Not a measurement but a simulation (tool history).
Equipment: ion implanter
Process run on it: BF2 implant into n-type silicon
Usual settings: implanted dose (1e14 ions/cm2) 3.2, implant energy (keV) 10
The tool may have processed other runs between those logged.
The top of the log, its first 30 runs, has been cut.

run,hour,implanted dose (1e14 ions/cm2),implant energy (keV),"read-back reference wafer on the same gauge, sheet resistance",sheet resistance of the implanted and annealed layer (ohm/square)
31,889.5,2.93,13,348.83,393.2
32,953.5,3.2,10,348.96,383.65
33,971.2,4.04,9,348.91,336
34,1007.1,2.88,9,348.91,421.86
35,1028.4,2.62,6.5,348.88,484.64
36,1061.3,2.88,10,348.9,413.24
37,1074.8,2.56,7.5,348.98,477.64
38,1096.1,3.63,12,348.98,337.36

Alternative continuations, all from the tool just after run 38; predict every row:
A,1096.5,3.2,10,?,?
B,1096.5,3.2,11.5,?,?
C,1096.5,3.55,12,?,?

run,"read-back reference wafer on the same gauge, sheet resistance",sheet resistance of the implanted and annealed layer (ohm/square)
A,349.02,381.67
B,349.02,372.31
C,349.02,342.2
What these runs would have given with no unlogged condition in the tool:
run,sheet resistance of the implanted and annealed layer (ohm/square)
A,384.68
B,375.35
C,344.91
